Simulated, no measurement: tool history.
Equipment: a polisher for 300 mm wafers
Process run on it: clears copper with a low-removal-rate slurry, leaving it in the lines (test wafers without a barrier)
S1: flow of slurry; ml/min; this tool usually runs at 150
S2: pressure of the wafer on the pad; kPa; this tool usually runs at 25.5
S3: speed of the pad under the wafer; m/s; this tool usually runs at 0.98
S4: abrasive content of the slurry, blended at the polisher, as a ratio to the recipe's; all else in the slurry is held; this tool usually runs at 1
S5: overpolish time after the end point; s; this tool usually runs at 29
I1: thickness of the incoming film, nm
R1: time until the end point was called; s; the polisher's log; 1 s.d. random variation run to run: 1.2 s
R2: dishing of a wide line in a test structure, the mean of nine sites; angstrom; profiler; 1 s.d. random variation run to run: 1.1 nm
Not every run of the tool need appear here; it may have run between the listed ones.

run,hour,S1,S2,S3,S4,S5,I1,R1,R2
1,0,150,25.5,0.98,1,29,387.7,98.7,634
2,89.8,150,25.5,1.12,1,29,388.5,92.3,687
# hour 158.1: slurry blender recalibrated
3,163.1,150,25.5,0.98,1,29,386.3,100.6,647
# hour 202.1: slurry nozzle cleaned
# hour 204.4: worn pad replaced by a new one
# hour 208.1: head pressure recalibrated
4,266.5,150,25.5,0.98,1,29,384.3,91.7,666
5,369.1,150,25.5,0.98,1,29,386.5,99.9,647
6,434.6,150,25.5,0.98,1,29,392.2,102,622
7,482.3,150,25.5,0.98,1,29,391.1,103.7,614
8,539.7,150,25.5,0.98,1,29,391.6,107.4,604
# hour 547.6: slurry blender recalibrated
# hour 588.9: worn pad replaced by a new one
9,639.9,150,25.5,0.98,1,29,390.7,105.8,631
# hour 642.5: slurry nozzle cleaned
10,728.3,150,25.5,0.98,1,29,393.3,96.3,680
11,797.9,150,25.5,0.98,1,29,390.3,97.4,655
12,852.1,150,25.5,0.98,0.9,29,388.6,103.5,642
# hour 903.4: slurry blender recalibrated
13,916.3,110,25.5,0.98,0.75,29,386.7,108.3,618
# hour 990.9: worn pad replaced by a new one
# hour 991.2: slurry nozzle cleaned
14,1000.5,150,25.5,0.98,1,29,391.9,96.1,669
15,1065.6,125,25.5,0.98,1,29,392.8,101.5,648
16,1148.4,150,25.5,0.98,1,29,388.1,100,641
17,1222.6,150,25.5,0.98,1,29,389.6,103.7,627
18,1260.4,190,25.5,0.98,0.9,22,386.3,101.9,518
# hour 1316.8: slurry blender recalibrated
19,1347,150,25.5,0.98,1,29,386.9,98,628
# hour 1386.3: head pressure recalibrated
20,1411.4,130,25.5,0.86,1,29,389.4,124.6,565
# hour 1434.8: worn pad replaced by a new one
# hour 1440.6: slurry nozzle cleaned
21,1489.6,150,25.5,0.98,1,29,394.6,99.7,642
22,1580,165,25.5,0.98,1,14,389.4,96.4,372
23,1655.7,150,33.1,0.98,1.2,29,386.6,84.6,731
24,1692.6,150,25.5,0.98,0.75,35,389,115,667
25,1731.2,165,25.5,0.98,1.15,29,396.4,106.5,625
# hour 1769.5: slurry blender recalibrated
# hour 1780.8: worn pad replaced by a new one
26,1797.9,190,25.5,0.84,1,29,385.4,109.7,598
27,1849.1,150,29.6,0.98,1.1,29,381.2,93.1,666

Here are 5 independent what-if runs from the current tool condition. What would each one return?
A,1849.6,150,25.5,0.98,1,29,389.6,?,?
B,1849.6,165,34.5,0.74,1,24,389.6,?,?
C,1849.6,125,25.5,0.66,1,43,389.6,?,?
D,1849.6,125,17.9,0.98,1.2,24,389.6,?,?
E,1849.6,150,21.4,0.98,1,29,389.6,?,?

run,R1,R2
A,102.1,625
B,106.2,540
C,158.5,606
D,128.7,456
E,113.9,575
What these runs would have given with no unlogged condition in the tool:
run,R1,R2
A,89.2,682
B,93.8,590
C,135.4,672
D,109.9,512
E,99.5,630

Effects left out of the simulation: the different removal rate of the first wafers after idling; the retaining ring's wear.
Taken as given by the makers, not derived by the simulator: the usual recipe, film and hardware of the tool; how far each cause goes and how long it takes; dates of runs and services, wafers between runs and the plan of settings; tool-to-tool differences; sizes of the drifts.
